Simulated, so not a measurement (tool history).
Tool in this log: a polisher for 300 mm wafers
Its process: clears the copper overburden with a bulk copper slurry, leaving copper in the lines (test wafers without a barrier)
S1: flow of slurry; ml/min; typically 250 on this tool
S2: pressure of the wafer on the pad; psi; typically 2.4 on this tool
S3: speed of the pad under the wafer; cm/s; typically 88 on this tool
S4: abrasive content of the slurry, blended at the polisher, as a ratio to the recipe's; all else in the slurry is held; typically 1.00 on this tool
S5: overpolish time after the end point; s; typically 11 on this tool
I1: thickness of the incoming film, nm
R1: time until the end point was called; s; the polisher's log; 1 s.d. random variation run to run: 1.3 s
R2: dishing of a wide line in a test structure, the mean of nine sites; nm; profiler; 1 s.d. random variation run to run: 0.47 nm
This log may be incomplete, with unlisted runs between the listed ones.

run 1 hour=0.0 | S1=305 S2=2.4 S3=88 S4=1.00 S5=11 | I1=571.2 | R1=98.4 R2=44.1
run 2 hour=12.7 | S1=250 S2=2.0 S3=88 S4=1.00 S5=11 | I1=587.4 | R1=124.8 R2=37.6
run 3 hour=24.5 | S1=250 S2=2.0 S3=88 S4=1.00 S5=11 | I1=579.5 | R1=126.9 R2=36.1
run 4 hour=32.4 | S1=250 S2=2.0 S3=88 S4=1.00 S5=11 | I1=586.1 | R1=125.4 R2=35.6
run 5 hour=47.7 | S1=250 S2=2.4 S3=88 S4=1.00 S5=11 | I1=579.7 | R1=104.5 R2=42.9
run 6 hour=60.7 | S1=250 S2=1.9 S3=88 S4=1.00 S5=11 | I1=582.6 | R1=135.8 R2=34.8
-- hour=65.9 slurry blender recalibrated
run 7 hour=67.4 | S1=225 S2=2.4 S3=88 S4=1.00 S5=11 | I1=577.4 | R1=106.5 R2=41.1
-- hour=73.8 worn pad replaced by a new one
run 8 hour=75.7 | S1=250 S2=2.4 S3=88 S4=1.00 S5=11 | I1=582.4 | R1=115.5 R2=39.0
-- hour=79.2 head pressure recalibrated
run 9 hour=92.6 | S1=250 S2=2.4 S3=88 S4=1.00 S5=11 | I1=579.6 | R1=119.8 R2=38.5
run 10 hour=100.8 | S1=250 S2=2.4 S3=88 S4=1.00 S5=11 | I1=586.3 | R1=119.5 R2=39.7
run 11 hour=112.5 | S1=250 S2=2.4 S3=88 S4=1.00 S5=11 | I1=583.7 | R1=119.3 R2=38.7
-- hour=122.3 worn pad replaced by a new one, repeated, since the last time left the tool worse
run 12 hour=127.6 | S1=250 S2=2.7 S3=114 S4=1.10 S5=6 | I1=579.6 | R1=67.6 R2=37.8
run 13 hour=138.7 | S1=315 S2=2.4 S3=88 S4=1.00 S5=4 | I1=584.9 | R1=100.4 R2=18.6
run 14 hour=156.2 | S1=250 S2=3.1 S3=66 S4=0.75 S5=16 | I1=585.0 | R1=114.7 R2=53.5
run 15 hour=164.1 | S1=250 S2=2.4 S3=88 S4=1.00 S5=14 | I1=569.0 | R1=102.0 R2=50.9
run 16 hour=177.2 | S1=250 S2=2.4 S3=114 S4=1.00 S5=14 | I1=570.8 | R1=79.5 R2=61.0
run 17 hour=185.9 | S1=315 S2=2.4 S3=88 S4=1.00 S5=11 | I1=568.9 | R1=102.0 R2=43.1
run 18 hour=192.8 | S1=185 S2=1.9 S3=88 S4=1.00 S5=11 | I1=585.4 | R1=137.2 R2=34.9
run 19 hour=207.6 | S1=250 S2=2.4 S3=88 S4=1.00 S5=11 | I1=572.1 | R1=107.6 R2=42.1
-- hour=211.1 slurry nozzle cleaned
run 20 hour=216.3 | S1=190 S2=1.8 S3=88 S4=1.25 S5=16 | I1=579.6 | R1=137.8 R2=45.2
-- hour=223.4 worn pad replaced by a new one
run 21 hour=229.9 | S1=250 S2=2.4 S3=88 S4=1.00 S5=11 | I1=581.0 | R1=101.1 R2=43.9
run 22 hour=243.1 | S1=250 S2=2.4 S3=88 S4=0.90 S5=11 | I1=587.0 | R1=104.7 R2=42.6
run 23 hour=253.9 | S1=325 S2=1.9 S3=72 S4=1.00 S5=17 | I1=580.6 | R1=154.6 R2=43.7
run 24 hour=261.8 | S1=210 S2=2.4 S3=88 S4=1.00 S5=9 | I1=586.0 | R1=103.5 R2=37.3
run 25 hour=269.8 | S1=250 S2=2.4 S3=88 S4=1.00 S5=11 | I1=569.6 | R1=101.9 R2=43.4
run 26 hour=284.6 | S1=250 S2=2.4 S3=88 S4=1.00 S5=11 | I1=572.9 | R1=104.7 R2=42.3
run 27 hour=296.9 | S1=250 S2=2.4 S3=110 S4=1.00 S5=11 | I1=589.5 | R1=86.6 R2=50.5
run 28 hour=311.0 | S1=250 S2=2.4 S3=102 S4=1.00 S5=11 | I1=570.1 | R1=93.1 R2=46.4
-- hour=324.4 worn pad replaced by a new one
run 29 hour=324.9 | S1=320 S2=3.1 S3=118 S4=1.00 S5=11 | I1=580.0 | R1=57.8 R2=66.9

What if the next run were any one of these 3? Each begins from the tool's condition after run 29:
run A hour=325.4 | S1=250 S2=2.4 S3=88 S4=1.00 S5=11 | I1=586.0 | R1=? R2=?
run B hour=325.4 | S1=170 S2=2.4 S3=88 S4=1.00 S5=17 | I1=586.0 | R1=? R2=?
run C hour=325.4 | S1=250 S2=2.4 S3=88 S4=0.70 S5=11 | I1=586.0 | R1=? R2=?

run=A R1=101.8 R2=43.1
run=B R1=105.0 R2=57.5
run=C R1=112.8 R2=39.8
What these runs would have given with no unlogged condition in the tool:
run=A R1=100.9 R2=43.4
run=B R1=104.1 R2=57.9
run=C R1=111.8 R2=40.1
